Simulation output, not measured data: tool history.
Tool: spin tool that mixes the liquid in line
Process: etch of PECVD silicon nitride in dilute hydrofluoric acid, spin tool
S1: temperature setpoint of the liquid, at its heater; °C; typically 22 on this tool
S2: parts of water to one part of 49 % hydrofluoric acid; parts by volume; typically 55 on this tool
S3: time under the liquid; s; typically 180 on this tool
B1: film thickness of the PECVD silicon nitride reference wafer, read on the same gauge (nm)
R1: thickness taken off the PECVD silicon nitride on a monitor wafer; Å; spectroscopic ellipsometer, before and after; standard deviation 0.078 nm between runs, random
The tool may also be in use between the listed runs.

run,hour,S1,S2,S3,B1,R1
1,0,22,55,180,90.01,170.7
2,36.7,25,55,180,90,210.4
3,73.1,22,55,180,89.99,170.6
4,160,22,55,180,90.04,172.6
5,211.3,22,40,180,90.02,233.7
6,317.6,22,40,180,90.02,233.8
7,409.2,22,40,180,89.99,236.9
8,549.7,25.5,55,90,89.99,109.6
9,609.9,22,55,150,90.02,147.8
10,669.4,23.5,25,95,90,220.7
11,751.5,23.5,30,245,89.99,476.6
# hour 764: thermometer replaced
12,818.4,25,55,180,89.99,208.4
# hour 820.9: hydrofluoric acid flow meter replaced
# hour 908.5: gauge calibrated
13,1049.3,22,55,180,90,171.4
14,1144.4,25.5,70,220,90.03,209.9

Exercise: give the hidden state of the tool at every run:
hydrofluoric acid flow above the setpoint (%): 0, the same for each run
gauge reads high (%): 0, the same for each run
H1: liquid hotter than its thermometer reads (K)
run,H1
1,0.138
2,0.164
3,0.19
4,0.252
5,0.289
6,0.364
7,0.429
8,0.529
9,0.572
10,0.615
11,0.673
12,0.0707
13,0.235
14,0.303
